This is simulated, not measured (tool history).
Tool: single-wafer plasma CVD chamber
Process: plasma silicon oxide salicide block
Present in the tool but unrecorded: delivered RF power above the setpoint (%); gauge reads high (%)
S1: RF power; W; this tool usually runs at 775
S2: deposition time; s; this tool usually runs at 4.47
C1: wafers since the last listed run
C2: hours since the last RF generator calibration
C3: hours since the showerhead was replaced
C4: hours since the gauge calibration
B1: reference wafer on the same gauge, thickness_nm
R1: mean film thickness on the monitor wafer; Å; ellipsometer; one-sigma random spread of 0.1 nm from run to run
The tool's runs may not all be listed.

Run 1, hour 0.0: usual settings; C1 0; C2 1263.4; C3 5445.2; C4 373.9; B1 39.395. Result: R1 421.18 Å.
Run 2, hour 30.8: usual settings; C1 1402; C2 1294.2; C3 5476.0; C4 404.7; B1 39.442. Result: R1 422.17 Å.
Run 3, hour 63.8: usual settings; C1 1502; C2 1327.2; C3 5509.0; C4 437.7; B1 39.429. Result: R1 420.56 Å.
Run 4, hour 110.3: usual settings; C1 2117; C2 1373.7; C3 5555.5; C4 484.2; B1 39.390. Result: R1 422.87 Å.
Run 5, hour 137.0: usual settings; C1 1215; C2 1400.4; C3 5582.2; C4 510.9; B1 39.417. Result: R1 422.30 Å.
Run 6, hour 163.5: usual settings but S2 4.04 s; C1 1206; C2 1426.9; C3 5608.7; C4 537.4; B1 39.391. Result: R1 381.37 Å.
Run 7, hour 212.8: usual settings but S2 4.04 s; C1 2244; C2 1476.2; C3 5658.0; C4 586.7; B1 39.393. Result: R1 381.01 Å.
At hour 265.1: showerhead replaced.
Run 8, hour 282.6: usual settings but S2 4.04 s; C1 2813; C2 1546.0; C3 17.5; C4 656.5; B1 39.412. Result: R1 381.52 Å.
Run 9, hour 345.7: usual settings; C1 2872; C2 1609.1; C3 80.6; C4 719.6; B1 39.358. Result: R1 419.82 Å.
At hour 372.2: gauge calibrated.
Run 10, hour 396.0: usual settings but S2 4.04 s; C1 2290; C2 1659.4; C3 130.9; C4 23.8; B1 39.433. Result: R1 380.70 Å.
Run 11, hour 463.0: usual settings but S1 710 W, S2 3.80 s; C1 3050; C2 1726.4; C3 197.9; C4 90.8; B1 39.414. Result: R1 345.43 Å.
At hour 477.9: RF generator calibrated.
Run 12, hour 489.6: usual settings but S2 3.80 s; C1 846; C2 11.7; C3 224.5; C4 117.4; B1 39.382. Result: R1 353.40 Å.
Run 13, hour 515.6: usual settings but S1 730 W; C1 1183; C2 37.7; C3 250.5; C4 143.4; B1 39.374. Result: R1 405.77 Å.
Run 14, hour 556.5: usual settings but S1 720 W, S2 4.75 s; C1 1862; C2 78.6; C3 291.4; C4 184.3; B1 39.404. Result: R1 428.08 Å.
At hour 589.8: RF generator calibrated, repeated, since the last time left the tool worse.
Run 15, hour 659.2: usual settings but S2 3.74 s; C1 4311; C2 69.4; C3 394.1; C4 287.0; B1 39.364. Result: R1 357.25 Å.
Run 16, hour 688.8: usual settings but S1 725 W, S2 5.33 s; C1 1347; C2 99.0; C3 423.7; C4 316.6; B1 39.449. Result: R1 498.86 Å.
Run 17, hour 758.1: usual settings but S1 890 W, S2 5.28 s; C1 3155; C2 168.3; C3 493.0; C4 385.9; B1 39.377. Result: R1 531.12 Å.

Predict each of these 5 candidate next runs independently; none follows another, all start after run 17:
Run A, hour 758.5: usual settings but S1 685 W; C1 18; C2 168.7; C3 493.4; C4 386.3; B1 ?. Result: R1 ?.
Run B, hour 758.5: usual settings but S1 865 W, S2 3.61 s; C1 18; C2 168.7; C3 493.4; C4 386.3; B1 ?. Result: R1 ?.
Run C, hour 758.5: usual settings but S1 930 W, S2 3.60 s; C1 18; C2 168.7; C3 493.4; C4 386.3; B1 ?. Result: R1 ?.
Run D, hour 758.5: usual settings but S1 695 W, S2 4.74 s; C1 18; C2 168.7; C3 493.4; C4 386.3; B1 ?. Result: R1 ?.
Run E, hour 758.5: usual settings but S1 875 W, S2 4.70 s; C1 18; C2 168.7; C3 493.4; C4 386.3; B1 ?. Result: R1 ?.

run      B1      R1
  A  39.380  409.33
  B  39.380  360.49
  C  39.380  368.96
  D  39.380  436.46
  E  39.380  471.28
The same runs, with their run-to-run variation unchanged, on a tool lacking any hidden condition would have given:
run      R1
  A  412.00
  B  362.84
  C  371.37
  D  439.30
  E  474.36

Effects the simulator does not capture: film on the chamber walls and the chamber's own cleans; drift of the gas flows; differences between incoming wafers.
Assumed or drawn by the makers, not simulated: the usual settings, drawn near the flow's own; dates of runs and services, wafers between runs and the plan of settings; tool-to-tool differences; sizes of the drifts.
